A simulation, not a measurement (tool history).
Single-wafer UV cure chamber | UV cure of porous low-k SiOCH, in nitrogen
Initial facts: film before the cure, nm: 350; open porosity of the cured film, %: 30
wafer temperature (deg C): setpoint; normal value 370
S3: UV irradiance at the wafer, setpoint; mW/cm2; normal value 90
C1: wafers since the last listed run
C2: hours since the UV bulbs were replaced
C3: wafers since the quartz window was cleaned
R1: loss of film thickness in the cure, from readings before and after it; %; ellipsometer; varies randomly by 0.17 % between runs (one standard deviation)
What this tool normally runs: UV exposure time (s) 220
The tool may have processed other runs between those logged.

run 1 hour=0 | wafer_temperature_(deg_C)=370 UV_exposure_time_(s)=220 S3=90 | C1=0 C2=2102.6 C3=3 | R1=12.662
run 2 hour=8.5 | wafer_temperature_(deg_C)=370 UV_exposure_time_(s)=220 S3=90 | C1=37 C2=2111.1 C3=40 | R1=12.654
run 3 hour=18.7 | wafer_temperature_(deg_C)=370 UV_exposure_time_(s)=220 S3=90 | C1=44 C2=2121.3 C3=84 | R1=12.73
run 4 hour=32.7 | wafer_temperature_(deg_C)=383 UV_exposure_time_(s)=220 S3=90 | C1=61 C2=2135.3 C3=145 | R1=12.761
run 5 hour=40.9 | wafer_temperature_(deg_C)=370 UV_exposure_time_(s)=220 S3=90 | C1=35 C2=2143.5 C3=181 | R1=12.39
run 6 hour=52.3 | wafer_temperature_(deg_C)=370 UV_exposure_time_(s)=220 S3=90 | C1=49 C2=2154.9 C3=231 | R1=12.177
run 7 hour=60.4 | wafer_temperature_(deg_C)=370 UV_exposure_time_(s)=220 S3=90 | C1=35 C2=2163 C3=266 | R1=12.035
run 8 hour=70.9 | wafer_temperature_(deg_C)=370 UV_exposure_time_(s)=220 S3=90 | C1=45 C2=2173.5 C3=312 | R1=11.822
run 9 hour=84.3 | wafer_temperature_(deg_C)=370 UV_exposure_time_(s)=220 S3=70 | C1=58 C2=2186.9 C3=371 | R1=10.485
run 10 hour=99.5 | wafer_temperature_(deg_C)=370 UV_exposure_time_(s)=220 S3=70 | C1=66 C2=2202.1 C3=437 | R1=10.592
run 11 hour=109.9 | wafer_temperature_(deg_C)=355 UV_exposure_time_(s)=125 S3=90 | C1=45 C2=2212.5 C3=483 | R1=8.698
run 12 hour=126.9 | wafer_temperature_(deg_C)=355 UV_exposure_time_(s)=125 S3=90 | C1=74 C2=2229.5 C3=557 | R1=8.716
run 13 hour=136.4 | wafer_temperature_(deg_C)=355 UV_exposure_time_(s)=125 S3=90 | C1=41 C2=2239 C3=598 | R1=8.471
run 14 hour=145 | wafer_temperature_(deg_C)=370 UV_exposure_time_(s)=220 S3=90 | C1=37 C2=2247.6 C3=636 | R1=11.624
run 15 hour=154.4 | wafer_temperature_(deg_C)=370 UV_exposure_time_(s)=220 S3=90 | C1=41 C2=2257 C3=677 | R1=11.566
run 16 hour=172.4 | wafer_temperature_(deg_C)=370 UV_exposure_time_(s)=220 S3=90 | C1=78 C2=2275 C3=756 | R1=11.516
run 17 hour=184.8 | wafer_temperature_(deg_C)=370 UV_exposure_time_(s)=220 S3=90 | C1=54 C2=2287.4 C3=810 | R1=11.531
run 18 hour=191.8 | wafer_temperature_(deg_C)=370 UV_exposure_time_(s)=220 S3=90 | C1=30 C2=2294.4 C3=840 | R1=11.888
run 19 hour=210.1 | wafer_temperature_(deg_C)=370 UV_exposure_time_(s)=220 S3=102 | C1=79 C2=2312.7 C3=920 | R1=12.215
-- hour=231.5 quartz window cleaned
run 20 hour=232 | wafer_temperature_(deg_C)=370 UV_exposure_time_(s)=220 S3=103 | C1=60 C2=2334.6 C3=2 | R1=13.616
run 21 hour=240.5 | wafer_temperature_(deg_C)=386 UV_exposure_time_(s)=105 S3=90 | C1=37 C2=2343.1 C3=39 | R1=9.321
-- hour=250.2 UV bulbs replaced
run 22 hour=259.5 | wafer_temperature_(deg_C)=362 UV_exposure_time_(s)=350 S3=60 | C1=48 C2=9.3 C3=87 | R1=12.788
run 23 hour=269.9 | wafer_temperature_(deg_C)=370 UV_exposure_time_(s)=220 S3=90 | C1=45 C2=19.7 C3=132 | R1=12.254
run 24 hour=284.4 | wafer_temperature_(deg_C)=370 UV_exposure_time_(s)=220 S3=90 | C1=63 C2=34.2 C3=196 | R1=12.379
run 25 hour=299.6 | wafer_temperature_(deg_C)=380 UV_exposure_time_(s)=330 S3=103 | C1=66 C2=49.4 C3=262 | R1=14.963
run 26 hour=310.6 | wafer_temperature_(deg_C)=370 UV_exposure_time_(s)=220 S3=104 | C1=48 C2=60.4 C3=310 | R1=12.68
run 27 hour=327.8 | wafer_temperature_(deg_C)=387 UV_exposure_time_(s)=220 S3=90 | C1=75 C2=77.6 C3=385 | R1=12.258
run 28 hour=343.8 | wafer_temperature_(deg_C)=370 UV_exposure_time_(s)=220 S3=90 | C1=69 C2=93.6 C3=455 | R1=11.644
run 29 hour=396.3 | wafer_temperature_(deg_C)=357 UV_exposure_time_(s)=220 S3=90 | C1=229 C2=146.1 C3=684 | R1=11.513
run 30 hour=411.8 | wafer_temperature_(deg_C)=370 UV_exposure_time_(s)=220 S3=90 | C1=67 C2=161.6 C3=752 | R1=11.821
run 31 hour=422.8 | wafer_temperature_(deg_C)=370 UV_exposure_time_(s)=300 S3=54 | C1=48 C2=172.6 C3=800 | R1=10.845
-- hour=443.2 quartz window cleaned
run 32 hour=443.7 | wafer_temperature_(deg_C)=370 UV_exposure_time_(s)=220 S3=107 | C1=56 C2=193.5 C3=2 | R1=13.807
run 33 hour=451.5 | wafer_temperature_(deg_C)=385 UV_exposure_time_(s)=220 S3=77 | C1=34 C2=201.3 C3=36 | R1=11.949
run 34 hour=469.5 | wafer_temperature_(deg_C)=370 UV_exposure_time_(s)=220 S3=90 | C1=78 C2=219.3 C3=114 | R1=12.826
run 35 hour=480.8 | wafer_temperature_(deg_C)=386 UV_exposure_time_(s)=180 S3=123 | C1=49 C2=230.6 C3=164 | R1=13.158
run 36 hour=493.2 | wafer_temperature_(deg_C)=370 UV_exposure_time_(s)=220 S3=90 | C1=54 C2=243 C3=218 | R1=12.402
run 37 hour=536.2 | wafer_temperature_(deg_C)=370 UV_exposure_time_(s)=220 S3=90 | C1=187 C2=286 C3=406 | R1=11.793

What if the next run were any one of these 3? Each begins from the tool's condition after run 37:
run A hour=536.7 | wafer_temperature_(deg_C)=370 UV_exposure_time_(s)=220 S3=63 | C1=2 C2=286.5 C3=408 | R1=?
run B hour=536.7 | wafer_temperature_(deg_C)=377 UV_exposure_time_(s)=220 S3=90 | C1=2 C2=286.5 C3=408 | R1=?
run C hour=536.7 | wafer_temperature_(deg_C)=358 UV_exposure_time_(s)=170 S3=90 | C1=2 C2=286.5 C3=408 | R1=?

run=A R1=10.152
run=B R1=12.088
run=C R1=10.387
With the hidden condition removed and each run's random variation left untouched, the same runs would have given:
run=A R1=11.017
run=B R1=12.976
run=C R1=11.254
